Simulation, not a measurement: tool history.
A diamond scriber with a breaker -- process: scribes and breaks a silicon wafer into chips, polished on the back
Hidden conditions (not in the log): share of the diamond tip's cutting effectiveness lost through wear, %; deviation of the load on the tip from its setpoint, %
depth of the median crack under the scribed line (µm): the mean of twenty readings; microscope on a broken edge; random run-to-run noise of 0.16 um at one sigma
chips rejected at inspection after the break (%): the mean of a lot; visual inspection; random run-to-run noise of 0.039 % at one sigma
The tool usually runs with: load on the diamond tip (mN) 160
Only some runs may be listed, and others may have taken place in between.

run,hour,load on the diamond tip (mN),wafers since the last listed run,hours since the diamond tip was replaced,hours since the load on the tip was calibrated,"incoming depth of the damage left on the back of the incoming wafer, um",depth of the median crack under the scribed line (µm),chips rejected at inspection after the break (%)
1,0.0,160,0,183.3,720.6,0.02,10.68,2.17
2,12.0,160,18,195.3,732.6,0.02,10.53,2.24
3,43.2,160,48,226.5,763.8,0.01,10.43,2.54
4,57.6,160,22,240.9,778.2,0.03,10.42,2.66
5,80.5,184,35,263.8,801.1,0.03,11.70,1.38
6,106.0,184,39,289.3,826.6,0.03,11.27,1.55
7,134.7,189,44,318.0,855.3,0.04,11.34,1.43
8,153.0,160,28,336.3,873.6,0.04,9.61,3.77
# hour 183.4: diamond tip replaced by a new one
9,183.9,160,45,0.5,904.5,0.01,10.80,2.01
10,200.1,160,25,16.7,920.7,0.03,10.82,2.01
11,225.0,160,38,41.6,945.6,0.02,10.72,2.00
12,261.0,160,56,77.6,981.6,0.04,10.78,1.97
13,296.8,160,55,113.4,1017.4,0.02,10.57,2.06
14,371.6,193,116,188.2,1092.2,0.04,12.03,1.27
15,399.3,193,43,215.9,1119.9,0.02,11.55,1.21
16,424.0,193,38,240.6,1144.6,0.05,11.65,1.26
17,440.4,120,25,257.0,1161.0,0.03,8.29,10.26
18,468.9,143,44,285.5,1189.5,0.04,9.20,5.81
19,504.3,160,55,320.9,1224.9,0.01,9.71,3.70
20,532.6,196,44,349.2,1253.2,0.02,11.43,1.38
# hour 620.7: diamond tip replaced by a new one
21,635.8,146,157,15.1,1356.4,0.04,10.02,3.54
# hour 643.7: load on the tip recalibrated
22,649.0,160,17,28.3,5.3,0.04,11.89,1.24
23,663.8,136,23,43.1,20.1,0.02,10.41,2.64
24,695.9,178,49,75.2,52.2,0.01,12.53,1.49
25,717.9,126,34,97.2,74.2,0.02,9.54,4.71
26,744.6,133,41,123.9,100.9,0.05,9.89,3.64
27,766.3,126,33,145.6,122.6,0.04,9.42,5.14
28,785.5,185,29,164.8,141.8,0.02,12.25,1.45
29,817.6,194,49,196.9,173.9,0.02,13.01,1.65
30,846.0,121,44,225.3,202.3,0.04,8.97,7.39
31,881.1,160,54,260.4,237.4,0.02,10.57,2.11
32,914.3,160,51,293.6,270.6,0.01,10.50,2.46
33,941.0,134,41,320.3,297.3,0.04,9.29,6.70

Hidden state at the last listed run before each entry between runs and at the first one after, where it differs:
From run 8 to run 9: diamond tip replaced by a new one (hour 183.4)
  share of the diamond tip's cutting effectiveness lost through wear, %: 11.4 -> 0.111; deviation of the load on the tip from its setpoint, %: -11.7 -> -11.9
  the result without the hidden state subtracted from the measured one, depth of the median crack under the scribed line (µm): -1.79 -> -1.04; chips rejected at inspection after the break (%): +2.46 -> +0.72
From run 20 to run 21: diamond tip replaced by a new one (hour 620.7)
  share of the diamond tip's cutting effectiveness lost through wear, %: 12 -> 0.449; deviation of the load on the tip from its setpoint, %: -13.3 -> -13.5
  the result without the hidden state subtracted from the measured one, depth of the median crack under the scribed line (µm): -2.36 -> -1.14; chips rejected at inspection after the break (%): -1.52 -> +2.00
From run 21 to run 22: load on the tip recalibrated (hour 643.7)
  share of the diamond tip's cutting effectiveness lost through wear, %: 0.449 -> 0.505; deviation of the load on the tip from its setpoint, %: -13.5 -> -1.16
  the result without the hidden state subtracted from the measured one, depth of the median crack under the scribed line (µm): -1.14 -> -0.14; chips rejected at inspection after the break (%): +2.00 -> +0.01

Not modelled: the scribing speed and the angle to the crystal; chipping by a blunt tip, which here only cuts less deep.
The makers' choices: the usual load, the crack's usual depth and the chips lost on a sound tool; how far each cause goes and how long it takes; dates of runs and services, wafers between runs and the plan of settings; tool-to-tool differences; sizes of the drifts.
